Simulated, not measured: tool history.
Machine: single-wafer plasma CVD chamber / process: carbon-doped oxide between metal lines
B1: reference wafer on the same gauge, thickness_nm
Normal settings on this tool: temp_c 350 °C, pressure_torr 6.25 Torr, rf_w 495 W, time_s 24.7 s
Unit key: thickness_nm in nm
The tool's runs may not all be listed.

run 1 hour=0 | temp_c=350 pressure_torr=6.25 rf_w=495 time_s=24.7 | B1=117.08 | thickness_nm=122.584
run 2 hour=11.9 | temp_c=350 pressure_torr=6.25 rf_w=495 time_s=24.7 | B1=117.027 | thickness_nm=122.463
run 3 hour=64.9 | temp_c=350 pressure_torr=6.25 rf_w=495 time_s=24.7 | B1=117.043 | thickness_nm=122.47
-- hour=88.5 RF generator calibrated
run 4 hour=109.6 | temp_c=350 pressure_torr=6.25 rf_w=495 time_s=24.7 | B1=117.001 | thickness_nm=129.954
-- hour=118 thermocouple changed; heater temperature recalibrated
-- hour=119.5 gauge calibrated
-- hour=126.2 showerhead replaced
run 5 hour=126.7 | temp_c=350 pressure_torr=6.25 rf_w=495 time_s=24.7 | B1=117.042 | thickness_nm=129.881
run 6 hour=131.7 | temp_c=350 pressure_torr=6.25 rf_w=495 time_s=24.7 | B1=117.048 | thickness_nm=129.659
run 7 hour=144.5 | temp_c=350 pressure_torr=6.25 rf_w=495 time_s=24.7 | B1=117.055 | thickness_nm=129.772
-- hour=161.9 capacitance manometer re-zeroed and calibrated
run 8 hour=162.4 | temp_c=350 pressure_torr=6.25 rf_w=495 time_s=24.7 | B1=116.956 | thickness_nm=129.434
run 9 hour=173.9 | temp_c=350 pressure_torr=6.25 rf_w=495 time_s=24.7 | B1=116.966 | thickness_nm=129.291
run 10 hour=189.2 | temp_c=350 pressure_torr=6.25 rf_w=495 time_s=28 | B1=116.993 | thickness_nm=146.085
run 11 hour=197 | temp_c=365 pressure_torr=6.25 rf_w=525 time_s=29.2 | B1=116.977 | thickness_nm=153.378

The next listed run, before its measurement:
run 12 hour=212.3 | temp_c=350 pressure_torr=5.64 rf_w=405 time_s=24.7 | B1=? | thickness_nm=?

{"run 12": {"B1": 117.045, "thickness_nm": 106.089}}
With no hidden state in the tool, this same run would have given thickness_nm 108.723 nm.

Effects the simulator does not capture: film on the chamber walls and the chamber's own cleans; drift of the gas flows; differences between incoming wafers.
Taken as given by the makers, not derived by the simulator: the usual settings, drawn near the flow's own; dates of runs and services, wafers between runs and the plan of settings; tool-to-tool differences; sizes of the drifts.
